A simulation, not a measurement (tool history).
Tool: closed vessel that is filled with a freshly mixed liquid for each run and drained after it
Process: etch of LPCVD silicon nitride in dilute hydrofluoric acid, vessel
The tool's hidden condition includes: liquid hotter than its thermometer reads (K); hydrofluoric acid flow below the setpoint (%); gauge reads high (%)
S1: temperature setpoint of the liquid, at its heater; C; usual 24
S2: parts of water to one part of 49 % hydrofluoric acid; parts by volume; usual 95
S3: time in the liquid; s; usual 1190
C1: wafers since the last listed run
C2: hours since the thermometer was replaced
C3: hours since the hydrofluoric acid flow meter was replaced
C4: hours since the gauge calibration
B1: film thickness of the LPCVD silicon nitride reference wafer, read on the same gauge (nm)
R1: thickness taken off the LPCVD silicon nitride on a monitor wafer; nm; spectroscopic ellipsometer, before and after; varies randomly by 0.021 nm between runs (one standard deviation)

run,day,S1,S2,S3,C1,C2,C3,C4,B1,R1
1,0,24,125,1190,0,668.7,634.2,1655.5,100.01,4.72
# day 4.683: thermometer replaced
2,4.908,24,125,1190,6095,5.4,752,1773.3,99.95,4.76
# day 6.408: hydrofluoric acid flow meter replaced
3,7.071,24,95,1190,2656,57.3,15.9,1825.2,100,6.41
4,17.312,24,95,1190,12827,303.1,261.7,2071,99.96,6.37
5,19.738,24,95,1190,3037,361.3,319.9,2129.2,100,6.36
6,22.446,21,95,1190,3392,426.3,384.9,2194.2,100,5.16
7,25.675,21,95,1190,4044,503.8,462.4,2271.7,100.03,5.15
8,27.404,24,95,1190,2165,545.3,503.9,2313.2,100.04,6.25
9,31.179,24,95,1190,4728,635.9,594.5,2403.8,100,6.25
# day 31.492: thermometer replaced
10,33.671,24,95,1190,3068,52.3,654.3,2463.6,100.02,6.21
11,35.921,24,95,1190,2818,106.3,708.3,2517.6,99.98,6.2
12,37.717,24,95,945,2249,149.4,751.4,2560.7,100.01,4.91
# day 40.475: hydrofluoric acid flow meter replaced
13,40.875,24,95,1190,3903,225.2,9.6,2636.5,99.98,6.43
14,45.283,26,95,1190,5521,331,115.4,2742.3,100.07,7.31
# day 45.854: gauge calibrated
15,48.971,25.5,95,1790,4618,419.5,203.9,74.8,99.98,10.52
16,51.371,28,95,1190,3005,477.1,261.5,132.4,99.98,8.24
17,55.742,24,95,1190,5474,582,366.4,237.3,100,6.29
# day 58.662: thermometer replaced
18,60.075,26.5,125,1565,5375,33.9,470.4,341.3,100.01,7.41
19,64.179,24,95,1190,5140,132.4,568.9,439.8,100.01,6.24
20,67.85,21.5,75,830,4597,220.5,657,527.9,100.02,4.63
21,71.742,24,95,1190,4874,313.9,750.4,621.3,100,6.19
# day 73.625: hydrofluoric acid flow meter replaced
22,73.833,24,135,1525,2567,364.1,5,671.5,100.03,5.81
23,76.504,24,95,1445,3345,428.2,69.1,735.6,100.02,7.79
24,80.721,20.5,95,1780,5281,529.4,170.3,836.8,99.99,7.55
25,82.671,25,95,1190,2442,576.2,217.1,883.6,100.03,6.79
# day 84.471: thermometer replaced
26,85.129,24,55,860,3026,15.8,276.1,942.6,100.03,7.83
27,89.471,20.5,135,1760,5437,120,380.3,1046.8,100.03,5.23
28,93.175,21,95,1550,4639,208.9,469.2,1135.7,100.03,6.69
29,96.567,29,120,1190,4248,290.3,550.6,1217.1,100.01,6.78
30,99.004,24,120,1605,3052,348.8,609.1,1275.6,99.96,6.68
# day 99.775: hydrofluoric acid flow meter replaced
31,102.554,24,95,1190,4394,434,66.7,1360.8,99.99,6.42
32,106.329,24,95,935,4728,524.6,157.3,1451.4,99.99,5.02

Forecast each of these 4 alternatives for the next run:
A,106.371,24,95,1190,52,525.6,158.3,1452.4,?,?
B,106.371,22.5,95,1190,52,525.6,158.3,1452.4,?,?
C,106.371,24,50,1695,52,525.6,158.3,1452.4,?,?
D,106.371,28.5,65,1190,52,525.6,158.3,1452.4,?,?

run,B1,R1
A,99.96,6.42
B,99.96,5.81
C,99.96,17.18
D,99.96,12.54
What these runs would have given with no unlogged condition in the tool:
run,R1
A,6.48
B,5.87
C,17.35
D,12.67
